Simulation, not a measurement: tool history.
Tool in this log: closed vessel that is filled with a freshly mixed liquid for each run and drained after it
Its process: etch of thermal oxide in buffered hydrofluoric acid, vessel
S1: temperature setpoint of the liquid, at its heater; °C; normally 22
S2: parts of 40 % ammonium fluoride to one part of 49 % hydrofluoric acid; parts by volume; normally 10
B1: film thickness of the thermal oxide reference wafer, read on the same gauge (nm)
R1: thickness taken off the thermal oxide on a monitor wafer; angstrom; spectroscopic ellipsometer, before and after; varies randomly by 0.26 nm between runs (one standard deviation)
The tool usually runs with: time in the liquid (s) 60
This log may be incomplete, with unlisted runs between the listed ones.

{"run": 1, "hour": 0.0, "S1": 22, "S2": 12.5, "time in the liquid (s)": 80, "B1": 99.99, "R1": 586.3}
{"run": 2, "hour": 43.2, "S1": 22, "S2": 10, "time in the liquid (s)": 60, "B1": 100.02, "R1": 546}
{"run": 3, "hour": 103.6, "S1": 22, "S2": 10, "time in the liquid (s)": 60, "B1": 99.99, "R1": 541.8}
{"run": 4, "hour": 144.1, "S1": 22, "S2": 10, "time in the liquid (s)": 60, "B1": 99.99, "R1": 541.9}
{"run": 5, "hour": 184.9, "S1": 22, "S2": 10, "time in the liquid (s)": 60, "B1": 100, "R1": 545.2}
{"run": 6, "hour": 224.3, "S1": 22, "S2": 10, "time in the liquid (s)": 60, "B1": 99.99, "R1": 538.7}
{"run": 7, "hour": 272.1, "S1": 22, "S2": 10, "time in the liquid (s)": 60, "B1": 99.99, "R1": 545.4}
{"run": 8, "hour": 376.4, "S1": 22, "S2": 10, "time in the liquid (s)": 60, "B1": 100, "R1": 538.4}
{"hour": 403.4, "done": "gauge calibrated"}
{"run": 9, "hour": 447.7, "S1": 22, "S2": 10, "time in the liquid (s)": 35, "B1": 99.98, "R1": 313.6}
{"run": 10, "hour": 484.7, "S1": 22, "S2": 10, "time in the liquid (s)": 60, "B1": 99.99, "R1": 532.4}
{"hour": 501.7, "done": "hydrofluoric acid flow meter replaced"}
{"run": 11, "hour": 536.2, "S1": 19.5, "S2": 7, "time in the liquid (s)": 80, "B1": 100.01, "R1": 869.3}
{"run": 12, "hour": 580.2, "S1": 17.5, "S2": 8, "time in the liquid (s)": 40, "B1": 99.99, "R1": 333.2}
{"run": 13, "hour": 633.5, "S1": 22, "S2": 8, "time in the liquid (s)": 95, "B1": 99.99, "R1": 1022.7}

Estimate the outcome of run 14 from the log above:
{"hour": 680.3, "done": "thermometer replaced"}
{"run": 14, "hour": 700.2, "S1": 22, "S2": 10, "time in the liquid (s)": 60, "B1": "?", "R1": "?"}

{"run 14": {"B1": 100, "R1": 582.7}}
With no hidden state in the tool, this same run would have given R1 584.7 angstrom.
